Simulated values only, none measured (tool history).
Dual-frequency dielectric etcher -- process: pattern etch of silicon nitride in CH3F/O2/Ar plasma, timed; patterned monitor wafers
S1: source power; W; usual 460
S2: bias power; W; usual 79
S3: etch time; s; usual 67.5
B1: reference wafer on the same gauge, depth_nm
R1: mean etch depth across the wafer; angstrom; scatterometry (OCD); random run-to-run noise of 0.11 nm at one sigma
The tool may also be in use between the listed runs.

run	hour	S1	S2	S3	B1	R1
1	0.0	540	79	67.5	49.6	520
2	100.3	540	79	67.5	49.6	521
3	197.0	540	79	67.5	49.6	520
4	263.2	460	79	67.5	49.6	485
5	336.8	460	79	67.5	49.6	485
6	391.8	460	79	67.5	49.6	482
7	465.7	460	79	67.5	49.6	484
# hour 577.3: wet clean of the chamber
8	577.8	460	79	67.5	49.6	485
9	622.6	460	79	67.5	49.6	486

Run 10 is up next; what results do you expect?
# hour 630.7: gauge calibrated
10	722.1	390	85	67.5	?	?

{"run 10": {"B1": 49.6, "R1": 459}}
With no hidden state in the tool, this same run would have given R1 459 angstrom.
